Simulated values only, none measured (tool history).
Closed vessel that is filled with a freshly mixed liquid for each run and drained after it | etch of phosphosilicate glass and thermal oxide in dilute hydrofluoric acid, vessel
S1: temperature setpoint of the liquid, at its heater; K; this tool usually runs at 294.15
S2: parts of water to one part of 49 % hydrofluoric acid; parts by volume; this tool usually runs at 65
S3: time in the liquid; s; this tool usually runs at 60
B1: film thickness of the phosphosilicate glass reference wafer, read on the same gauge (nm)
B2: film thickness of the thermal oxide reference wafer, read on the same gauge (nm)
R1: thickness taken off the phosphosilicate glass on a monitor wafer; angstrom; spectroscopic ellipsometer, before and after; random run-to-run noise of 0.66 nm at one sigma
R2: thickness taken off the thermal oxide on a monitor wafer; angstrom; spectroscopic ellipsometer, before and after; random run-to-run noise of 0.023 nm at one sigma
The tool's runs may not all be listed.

Run 1, hour 0: usual settings; B1 70; B2 80.007. Result: R1 1055.3 angstrom, R2 41.93 angstrom.
Run 2, hour 36.4: usual settings; B1 70; B2 80.01. Result: R1 1052.7 angstrom, R2 42.1 angstrom.
Run 3, hour 104.5: usual settings but S3 80 s; B1 70.01; B2 79.996. Result: R1 1406.1 angstrom, R2 56.12 angstrom.
Run 4, hour 257.2: usual settings but S1 298.15 K, S2 90 parts by volume, S3 30 s; B1 70; B2 79.987. Result: R1 437 angstrom, R2 17.4 angstrom.
Run 5, hour 284.8: usual settings but S1 290.65 K, S2 95 parts by volume; B1 70.01; B2 79.982. Result: R1 603.5 angstrom, R2 24.29 angstrom.
Run 6, hour 332.1: usual settings but S1 291.15 K, S3 40 s; B1 70; B2 79.999. Result: R1 615 angstrom, R2 24.59 angstrom.
At hour 343: hydrofluoric acid flow meter replaced.
Run 7, hour 367.8: usual settings but S1 297.65 K, S2 75 parts by volume, S3 45 s; B1 70; B2 79.998. Result: R1 793.1 angstrom, R2 30.9 angstrom.
Run 8, hour 426.2: usual settings but S1 296.15 K, S3 80 s; B1 70.02; B2 79.997. Result: R1 1542.5 angstrom, R2 60.76 angstrom.
Run 9, hour 465: usual settings; B1 70.03; B2 80.002. Result: R1 1051 angstrom, R2 42 angstrom.
Run 10, hour 503.6: usual settings but S2 75 parts by volume, S3 80 s; B1 69.99; B2 80.004. Result: R1 1199.6 angstrom, R2 48 angstrom.
Run 11, hour 709.1: usual settings but S1 297.65 K, S2 75 parts by volume, S3 45 s; B1 70.01; B2 80.005. Result: R1 785.8 angstrom, R2 31.14 angstrom.
Run 12, hour 749.2: usual settings but S1 299.15 K; B1 70; B2 79.989. Result: R1 1302.5 angstrom, R2 51.33 angstrom.
Run 13, hour 813.1: usual settings but S3 80 s; B1 70; B2 79.992. Result: R1 1412.5 angstrom, R2 55.97 angstrom.
At hour 839.1: gauge calibrated.
Run 14, hour 863.8: usual settings; B1 70; B2 79.993. Result: R1 1055.1 angstrom, R2 42.5 angstrom.
At hour 875.9: thermometer replaced.
Run 15, hour 912.3: usual settings but S1 290.65 K, S2 80 parts by volume, S3 45 s; B1 69.99; B2 80.004. Result: R1 546.7 angstrom, R2 21.97 angstrom.
Run 16, hour 983.3: usual settings; B1 69.99; B2 79.997. Result: R1 1057.5 angstrom, R2 41.91 angstrom.
Run 17, hour 1046.5: usual settings; B1 69.99; B2 79.979. Result: R1 1052.4 angstrom, R2 41.68 angstrom.
Run 18, hour 1091.3: usual settings but S2 55 parts by volume; B1 70; B2 80.003. Result: R1 1258.6 angstrom, R2 50.41 angstrom.
Run 19, hour 1133.3: usual settings but S1 292.15 K; B1 70; B2 79.996. Result: R1 967.3 angstrom, R2 38.44 angstrom.
Run 20, hour 1171.7: usual settings but S1 290.15 K, S3 75 s; B1 70; B2 80.001. Result: R1 1119.3 angstrom, R2 44.22 angstrom.
Run 21, hour 1240.8: usual settings; B1 70; B2 80.018. Result: R1 1054.6 angstrom, R2 41.56 angstrom.
Run 22, hour 1304.5: usual settings; B1 70.01; B2 80.006. Result: R1 1058.7 angstrom, R2 41.78 angstrom.
Run 23, hour 1351.2: usual settings but S1 290.15 K, S2 85 parts by volume, S3 70 s; B1 70.01; B2 80.001. Result: R1 779.7 angstrom, R2 31.02 angstrom.
Run 24, hour 1377.8: usual settings; B1 70.01; B2 80.006. Result: R1 1054.5 angstrom, R2 41.96 angstrom.
Run 25, hour 1447.6: usual settings but S1 299.15 K, S2 40 parts by volume, S3 90 s; B1 70; B2 79.993. Result: R1 3273.8 angstrom, R2 130.27 angstrom.
Run 26, hour 1501.8: usual settings but S1 290.15 K; B1 69.98; B2 79.994. Result: R1 895.5 angstrom, R2 35.37 angstrom.

Forecast each of these 3 alternatives for the next run:
Run A, hour 1502.5: usual settings but S2 45 parts by volume; B1 ?; B2 ?. Result: R1 ?, R2 ?.
Run B, hour 1502.5: usual settings but S1 298.65 K; B1 ?; B2 ?. Result: R1 ?, R2 ?.
Run C, hour 1502.5: usual settings but S1 290.15 K, S2 50 parts by volume, S3 50 s; B1 ?; B2 ?. Result: R1 ?, R2 ?.

run  B1      B2      R1     R2
  A  70  79.987  1588.3  62.08
  B  70  79.987    1290  50.42
  C  70  79.987   997.6  38.99
Stripped of hidden state, with their random variation kept, the same runs would have yielded:
run      R1     R2
  A  1588.3  62.08
  B    1290  50.42
  C   997.6  38.99

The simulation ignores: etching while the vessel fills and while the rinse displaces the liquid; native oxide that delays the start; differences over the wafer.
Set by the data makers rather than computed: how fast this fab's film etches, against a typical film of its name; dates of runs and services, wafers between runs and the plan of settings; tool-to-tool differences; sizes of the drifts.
